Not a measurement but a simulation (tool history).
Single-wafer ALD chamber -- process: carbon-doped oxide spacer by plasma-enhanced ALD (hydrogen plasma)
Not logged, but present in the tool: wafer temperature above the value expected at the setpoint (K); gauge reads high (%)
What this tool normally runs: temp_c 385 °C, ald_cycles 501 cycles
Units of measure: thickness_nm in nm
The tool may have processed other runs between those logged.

run,hour,temp_c,ald_cycles,wafers since the last listed run,hours since the last thermocouple change,hours since the gauge calibration,"read-back reference wafer on the same gauge, thickness_nm",thickness_nm
1,0,395,501,0,839,200.4,24.799,28.237
2,8.4,395,501,7,847.4,208.8,24.803,28.212
3,19.9,377,551,10,858.9,220.3,24.792,31.117
4,33.7,377,551,12,872.7,234.1,24.793,31.29
5,48.1,377,551,12,887.1,248.5,24.809,31.212
6,82.9,385,451,30,921.9,283.3,24.805,25.521
7,93.6,385,451,9,932.6,294,24.787,25.411
8,109.4,385,451,13,948.4,309.8,24.803,25.448
9,116.3,385,539,6,955.3,316.7,24.794,30.384
10,131,385,539,12,970,331.4,24.8,30.571
11,146.1,385,530,13,985.1,346.5,24.811,29.909
12,160,385,530,12,999,360.4,24.803,29.876
13,173.3,385,501,11,1012.3,373.7,24.819,28.25
14,181.1,385,501,6,1020.1,381.5,24.817,28.296
15,193.9,385,501,11,1032.9,394.3,24.79,28.33
# hour 206: gauge calibrated
16,207,385,501,11,1046,1,24.798,28.309
17,221.7,385,501,12,1060.7,15.7,24.799,28.214
18,233.9,385,501,10,1072.9,27.9,24.789,28.218
# hour 247.5: thermocouple changed; heater temperature recalibrated
19,248.9,380,562,6,1.4,42.9,24.804,31.793
20,257.3,385,501,7,9.8,51.3,24.798,28.355
21,271.3,385,543,12,23.8,65.3,24.804,30.748
22,281.9,385,593,9,34.4,75.9,24.818,33.499
23,291.9,371,407,8,44.4,85.9,24.795,22.942
24,305.6,385,501,11,58.1,99.6,24.803,28.233
25,312.3,385,501,5,64.8,106.3,24.806,28.307
26,323.7,371,541,9,76.2,117.7,24.811,30.721
27,333.9,400,501,8,86.4,127.9,24.781,28.17
28,344.2,385,501,9,96.7,138.2,24.804,28.362
29,360.1,370,529,13,112.6,154.1,24.804,29.879
30,369.7,385,530,8,122.2,163.7,24.809,29.995
31,380.4,385,501,9,132.9,174.4,24.798,28.471
32,393.1,385,501,11,145.6,187.1,24.799,28.378
33,407.5,385,414,12,160,201.5,24.803,23.473
34,423.4,373,458,13,175.9,217.4,24.784,25.895
35,437,385,597,11,189.5,231,24.818,33.798
36,448.9,397,550,10,201.4,242.9,24.805,31.012
37,477.9,385,501,25,230.4,271.9,24.798,28.252
38,487.8,385,568,8,240.3,281.8,24.806,31.919
39,494.6,375,405,5,247.1,288.6,24.812,22.883
40,510.7,393,412,14,263.2,304.7,24.809,23.257

What if the next run were any one of these 3? Each begins from the tool's condition after run 40:
A,511.9,385,501,1,264.4,305.9,?,?
B,511.9,392,470,1,264.4,305.9,?,?
C,511.9,395,402,1,264.4,305.9,?,?

run,"read-back reference wafer on the same gauge, thickness_nm",thickness_nm
A,24.811,28.335
B,24.811,26.581
C,24.811,22.736
Without the tool's hidden state the same runs would have given:
run,thickness_nm
A,28.335
B,26.581
C,22.736
